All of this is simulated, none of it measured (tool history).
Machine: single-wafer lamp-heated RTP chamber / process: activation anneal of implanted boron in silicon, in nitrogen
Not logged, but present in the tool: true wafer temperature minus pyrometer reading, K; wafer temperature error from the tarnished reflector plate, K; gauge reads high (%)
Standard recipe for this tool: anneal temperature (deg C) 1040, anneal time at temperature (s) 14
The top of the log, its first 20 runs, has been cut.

run	hour	anneal temperature (deg C)	anneal time at temperature (s)	wafers since the last listed run	wafers since the last pyrometer calibration	wafers since the reflector plate was cleaned	hours since the gauge calibration	read-back reference wafer on the same gauge, sheet resistance	sheet resistance of the implanted and annealed layer (ohm/square)
21	568.9	1040	14	431	2285	3539	270.1	350.7	327.62
22	581.8	1040	11	333	2618	3873	283	350.56	329.04
# hour 601.1: reflector plate cleaned
23	601.6	1025	14	305	2923	13	302.8	350.06	328.81
24	630.9	1024	10	757	3681	771	332.1	349.49	329.09
25	666	1040	7	907	4588	1678	367.2	348.73	326.84
26	683.9	1040	22	462	5051	2141	385.1	348.02	324.26
27	700.5	1040	14	429	5480	2570	401.7	347.55	324.36
# hour 713.7: pyrometer window cleaned and pyrometer calibrated
# hour 717.4: gauge calibrated
28	729.6	1040	14	545	410	3116	12.2	354.31	331.11
29	749.5	1015	10	514	924	3630	32.1	353.94	336.25
30	770.7	1040	18	548	1472	4178	53.3	353.76	330.74

Below are 5 alternative next runs, each starting from the tool's condition after run 30. Predict each:
A	771.1	1040	14	10	1483	4189	53.7	?	?
B	771.1	1040	9	10	1483	4189	53.7	?	?
C	771.1	1052	8	10	1483	4189	53.7	?	?
D	771.1	1023	14	10	1483	4189	53.7	?	?
E	771.1	1024	11	10	1483	4189	53.7	?	?

run	read-back reference wafer on the same gauge, sheet resistance	sheet resistance of the implanted and annealed layer (ohm/square)
A	353.96	330.45
B	353.96	331.41
C	353.96	330.79
D	353.96	332.43
E	353.96	332.9
With the hidden condition removed and each run's random variation left untouched, the same runs would have given:
run	sheet resistance of the implanted and annealed layer (ohm/square)
A	329.6
B	330.55
C	329.93
D	331.57
E	332.04
